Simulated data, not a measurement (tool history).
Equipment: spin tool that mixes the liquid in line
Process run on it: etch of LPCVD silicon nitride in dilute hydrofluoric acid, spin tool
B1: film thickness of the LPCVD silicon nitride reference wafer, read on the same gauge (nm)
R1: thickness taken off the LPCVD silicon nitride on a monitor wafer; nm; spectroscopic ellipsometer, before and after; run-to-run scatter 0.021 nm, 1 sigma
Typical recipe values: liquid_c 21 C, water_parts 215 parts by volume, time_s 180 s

run 1 hour=0 | liquid_c=21 water_parts=215 time_s=180 | B1=90.02 | R1=0.363
run 2 hour=125.2 | liquid_c=21 water_parts=215 time_s=180 | B1=90.01 | R1=0.397
run 3 hour=184.2 | liquid_c=21 water_parts=215 time_s=180 | B1=89.963 | R1=0.348
-- hour=239.4 hydrofluoric acid flow meter replaced
run 4 hour=348.4 | liquid_c=21 water_parts=215 time_s=180 | B1=90.026 | R1=0.397
run 5 hour=407.3 | liquid_c=21 water_parts=215 time_s=265 | B1=90.015 | R1=0.566
run 6 hour=448.6 | liquid_c=21 water_parts=215 time_s=180 | B1=89.997 | R1=0.363
run 7 hour=510.8 | liquid_c=21 water_parts=215 time_s=180 | B1=89.987 | R1=0.337
run 8 hour=687.8 | liquid_c=21 water_parts=215 time_s=180 | B1=89.95 | R1=0.376
run 9 hour=750.3 | liquid_c=21 water_parts=215 time_s=180 | B1=89.959 | R1=0.379
run 10 hour=843.7 | liquid_c=21 water_parts=215 time_s=180 | B1=90.019 | R1=0.396
run 11 hour=900 | liquid_c=21 water_parts=215 time_s=180 | B1=89.968 | R1=0.343
run 12 hour=944.4 | liquid_c=21 water_parts=215 time_s=180 | B1=89.987 | R1=0.385
-- hour=969.1 thermometer replaced
run 13 hour=1011.1 | liquid_c=21 water_parts=215 time_s=180 | B1=89.963 | R1=0.347
run 14 hour=1042.5 | liquid_c=19 water_parts=145 time_s=180 | B1=89.978 | R1=0.424
-- hour=1066.4 hydrofluoric acid flow meter replaced
run 15 hour=1090 | liquid_c=23 water_parts=215 time_s=180 | B1=90.067 | R1=0.404
run 16 hour=1123.1 | liquid_c=25 water_parts=215 time_s=180 | B1=90.022 | R1=0.532
run 17 hour=1194.6 | liquid_c=21 water_parts=215 time_s=180 | B1=90.02 | R1=0.388
run 18 hour=1232.8 | liquid_c=17 water_parts=215 time_s=220 | B1=89.99 | R1=0.343
run 19 hour=1289.8 | liquid_c=24 water_parts=215 time_s=180 | B1=89.933 | R1=0.468
run 20 hour=1318.7 | liquid_c=18 water_parts=120 time_s=85 | B1=89.987 | R1=0.263
-- hour=1347.6 gauge calibrated
run 21 hour=1355.6 | liquid_c=21 water_parts=125 time_s=180 | B1=89.993 | R1=0.63
run 22 hour=1401.9 | liquid_c=18.5 water_parts=150 time_s=270 | B1=90.001 | R1=0.618
run 23 hour=1467.6 | liquid_c=25 water_parts=285 time_s=220 | B1=89.996 | R1=0.396
run 24 hour=1525.6 | liquid_c=21 water_parts=215 time_s=275 | B1=90.011 | R1=0.547
run 25 hour=1571.7 | liquid_c=25.5 water_parts=215 time_s=240 | B1=90.018 | R1=0.634
run 26 hour=1627.4 | liquid_c=21 water_parts=215 time_s=180 | B1=90.001 | R1=0.427
run 27 hour=1699.3 | liquid_c=25 water_parts=285 time_s=220 | B1=90.004 | R1=0.465
run 28 hour=1764.2 | liquid_c=25 water_parts=135 time_s=130 | B1=89.973 | R1=0.557
run 29 hour=1805 | liquid_c=18 water_parts=130 time_s=255 | B1=89.968 | R1=0.72
-- hour=1849.6 hydrofluoric acid flow meter replaced
run 30 hour=1851.9 | liquid_c=17 water_parts=215 time_s=180 | B1=90.011 | R1=0.271
run 31 hour=1920.1 | liquid_c=21 water_parts=215 time_s=180 | B1=89.951 | R1=0.348

Predict each of these 5 candidate next runs independently; none follows another, all start after run 31:
run A hour=1920.6 | liquid_c=21 water_parts=215 time_s=180 | B1=? | R1=?
run B hour=1920.6 | liquid_c=18.5 water_parts=290 time_s=105 | B1=? | R1=?
run C hour=1920.6 | liquid_c=23.5 water_parts=265 time_s=100 | B1=? | R1=?
run D hour=1920.6 | liquid_c=23.5 water_parts=250 time_s=240 | B1=? | R1=?
run E hour=1920.6 | liquid_c=17 water_parts=215 time_s=90 | B1=? | R1=?

run=A B1=90.04 R1=0.408
run=B B1=90.04 R1=0.152
run=C B1=90.04 R1=0.217
run=D B1=90.04 R1=0.55
run=E B1=90.04 R1=0.157
What these runs would have given with no unlogged condition in the tool:
run=A R1=0.408
run=B R1=0.152
run=C R1=0.217
run=D R1=0.55
run=E R1=0.157
